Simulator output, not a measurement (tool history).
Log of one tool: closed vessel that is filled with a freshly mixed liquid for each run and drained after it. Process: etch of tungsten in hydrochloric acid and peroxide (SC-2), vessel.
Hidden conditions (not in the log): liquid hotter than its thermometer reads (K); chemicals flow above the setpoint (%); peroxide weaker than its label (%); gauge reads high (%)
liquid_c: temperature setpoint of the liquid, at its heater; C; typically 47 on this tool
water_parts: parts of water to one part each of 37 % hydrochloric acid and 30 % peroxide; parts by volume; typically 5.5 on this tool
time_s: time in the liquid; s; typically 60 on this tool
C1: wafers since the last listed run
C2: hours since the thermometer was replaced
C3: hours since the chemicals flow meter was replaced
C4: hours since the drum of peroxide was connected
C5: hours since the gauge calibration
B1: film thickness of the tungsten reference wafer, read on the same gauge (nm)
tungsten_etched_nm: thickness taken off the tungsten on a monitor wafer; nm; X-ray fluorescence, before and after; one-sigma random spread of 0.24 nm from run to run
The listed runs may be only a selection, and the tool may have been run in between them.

run 1 day=0 | liquid_c=44.5 water_parts=5.5 time_s=60 | C1=0 C2=1265.5 C3=915.5 C4=127.1 C5=1416.3 | B1=74.81 | tungsten_etched_nm=22.17
run 2 day=7.208 | liquid_c=44.5 water_parts=5.5 time_s=60 | C1=22338 C2=1438.5 C3=1088.5 C4=300.1 C5=1589.3 | B1=74.9 | tungsten_etched_nm=22.52
-- day=8.779 chemicals flow meter replaced
-- day=9.458 gauge calibrated
run 3 day=10.779 | liquid_c=44.5 water_parts=5.5 time_s=60 | C1=10936 C2=1524.2 C3=48 C4=385.8 C5=31.7 | B1=69.96 | tungsten_etched_nm=20.85
run 4 day=14.179 | liquid_c=47 water_parts=5.5 time_s=60 | C1=10536 C2=1605.8 C3=129.6 C4=467.4 C5=113.3 | B1=70.6 | tungsten_etched_nm=25.11
run 5 day=17.308 | liquid_c=47 water_parts=5.5 time_s=60 | C1=9697 C2=1680.9 C3=204.7 C4=542.5 C5=188.4 | B1=71.09 | tungsten_etched_nm=24.94
run 6 day=20.112 | liquid_c=47 water_parts=5.5 time_s=60 | C1=8689 C2=1748.2 C3=272 C4=609.8 C5=255.7 | B1=71.46 | tungsten_etched_nm=25.3
run 7 day=24.479 | liquid_c=53.5 water_parts=5.5 time_s=60 | C1=13531 C2=1853 C3=376.8 C4=714.6 C5=360.5 | B1=72 | tungsten_etched_nm=39.57
run 8 day=26.271 | liquid_c=47 water_parts=5.5 time_s=70 | C1=5552 C2=1896 C3=419.8 C4=757.6 C5=403.5 | B1=72.2 | tungsten_etched_nm=30.02
-- day=30.471 thermometer replaced
run 9 day=33.925 | liquid_c=39.5 water_parts=5.5 time_s=60 | C1=23590 C2=82.9 C3=603.5 C4=941.3 C5=587.2 | B1=72.88 | tungsten_etched_nm=15.39
-- day=37.629 new drum of peroxide connected
run 10 day=37.7 | liquid_c=39.5 water_parts=5.5 time_s=60 | C1=11569 C2=173.5 C3=694.1 C4=1.7 C5=677.8 | B1=73.1 | tungsten_etched_nm=15.54
run 11 day=41.104 | liquid_c=39.5 water_parts=5.5 time_s=60 | C1=10549 C2=255.2 C3=775.8 C4=83.4 C5=759.5 | B1=73.29 | tungsten_etched_nm=15.48
run 12 day=43.767 | liquid_c=41 water_parts=5.5 time_s=60 | C1=8250 C2=319.1 C3=839.7 C4=147.3 C5=823.4 | B1=73.46 | tungsten_etched_nm=17.25
run 13 day=45.654 | liquid_c=47 water_parts=5.5 time_s=60 | C1=5849 C2=364.4 C3=885 C4=192.6 C5=868.7 | B1=73.57 | tungsten_etched_nm=26.16
run 14 day=48.4 | liquid_c=50.5 water_parts=4 time_s=60 | C1=8509 C2=430.3 C3=950.9 C4=258.5 C5=934.6 | B1=73.66 | tungsten_etched_nm=41.59
run 15 day=50.233 | liquid_c=41 water_parts=4 time_s=40 | C1=5681 C2=474.3 C3=994.9 C4=302.5 C5=978.6 | B1=73.73 | tungsten_etched_nm=14.51
run 16 day=53.296 | liquid_c=50 water_parts=4 time_s=30 | C1=9490 C2=547.8 C3=1068.4 C4=376 C5=1052.1 | B1=73.8 | tungsten_etched_nm=20.23
-- day=55.675 chemicals flow meter replaced
run 17 day=57.55 | liquid_c=47 water_parts=5.5 time_s=60 | C1=13054 C2=649.9 C3=45 C4=478.1 C5=1154.2 | B1=73.93 | tungsten_etched_nm=25.68
run 18 day=59.892 | liquid_c=41 water_parts=4.5 time_s=60 | C1=7256 C2=706.1 C3=101.2 C4=534.3 C5=1210.4 | B1=73.98 | tungsten_etched_nm=20.08
run 19 day=62.075 | liquid_c=47 water_parts=5.5 time_s=60 | C1=6765 C2=758.5 C3=153.6 C4=586.7 C5=1262.8 | B1=74.07 | tungsten_etched_nm=26.52
run 20 day=65.262 | liquid_c=41.5 water_parts=8 time_s=40 | C1=9877 C2=835 C3=230.1 C4=663.2 C5=1339.3 | B1=74.09 | tungsten_etched_nm=9.04
run 21 day=69.404 | liquid_c=50.5 water_parts=5.5 time_s=60 | C1=12834 C2=934.4 C3=329.5 C4=762.6 C5=1438.7 | B1=74.16 | tungsten_etched_nm=33.13
run 22 day=72.562 | liquid_c=50.5 water_parts=6.5 time_s=85 | C1=9787 C2=1010.2 C3=405.3 C4=838.4 C5=1514.5 | B1=74.22 | tungsten_etched_nm=41.43
-- day=78.542 gauge calibrated
run 23 day=80.35 | liquid_c=55 water_parts=5.5 time_s=60 | C1=24132 C2=1197.1 C3=592.2 C4=1025.3 C5=43.4 | B1=70.51 | tungsten_etched_nm=42.83
run 24 day=83.279 | liquid_c=47 water_parts=8 time_s=85 | C1=9077 C2=1267.4 C3=662.5 C4=1095.6 C5=113.7 | B1=71.04 | tungsten_etched_nm=26.43
run 25 day=86.958 | liquid_c=47 water_parts=5.5 time_s=60 | C1=11401 C2=1355.7 C3=750.8 C4=1183.9 C5=202 | B1=71.64 | tungsten_etched_nm=25.31
run 26 day=90.404 | liquid_c=47 water_parts=5.5 time_s=60 | C1=10678 C2=1438.4 C3=833.5 C4=1266.6 C5=284.7 | B1=72.09 | tungsten_etched_nm=25.49
-- day=92.371 new drum of peroxide connected
run 27 day=102.892 | liquid_c=47 water_parts=4 time_s=60 | C1=38568 C2=1738.1 C3=1133.2 C4=252.5 C5=584.4 | B1=73.32 | tungsten_etched_nm=32.46
run 28 day=106.079 | liquid_c=47 water_parts=4.5 time_s=80 | C1=9877 C2=1814.6 C3=1209.7 C4=329 C5=660.9 | B1=73.57 | tungsten_etched_nm=40.57
run 29 day=108.633 | liquid_c=43.5 water_parts=5.5 time_s=60 | C1=7915 C2=1875.9 C3=1271 C4=390.3 C5=722.2 | B1=73.69 | tungsten_etched_nm=20.54

Branching from run 29: 5 alternative next runs. What would each branch give?
run A day=108.662 | liquid_c=47 water_parts=5.5 time_s=50 | C1=90 C2=1876.6 C3=1271.7 C4=391 C5=722.9 | B1=? | tungsten_etched_nm=?
run B day=108.662 | liquid_c=47 water_parts=5.5 time_s=35 | C1=90 C2=1876.6 C3=1271.7 C4=391 C5=722.9 | B1=? | tungsten_etched_nm=?
run C day=108.662 | liquid_c=47 water_parts=5.5 time_s=85 | C1=90 C2=1876.6 C3=1271.7 C4=391 C5=722.9 | B1=? | tungsten_etched_nm=?
run D day=108.662 | liquid_c=55 water_parts=5.5 time_s=90 | C1=90 C2=1876.6 C3=1271.7 C4=391 C5=722.9 | B1=? | tungsten_etched_nm=?
run E day=108.662 | liquid_c=47 water_parts=4.5 time_s=90 | C1=90 C2=1876.6 C3=1271.7 C4=391 C5=722.9 | B1=? | tungsten_etched_nm=?

run=A B1=73.65 tungsten_etched_nm=21.4
run=B B1=73.65 tungsten_etched_nm=14.98
run=C B1=73.65 tungsten_etched_nm=36.38
run=D B1=73.65 tungsten_etched_nm=65.46
run=E B1=73.65 tungsten_etched_nm=44.45
Without the tool's unlogged condition, the same runs would have read:
run=A tungsten_etched_nm=20.34
run=B tungsten_etched_nm=14.23
run=C tungsten_etched_nm=34.57
run=D tungsten_etched_nm=62.2
run=E tungsten_etched_nm=42.24
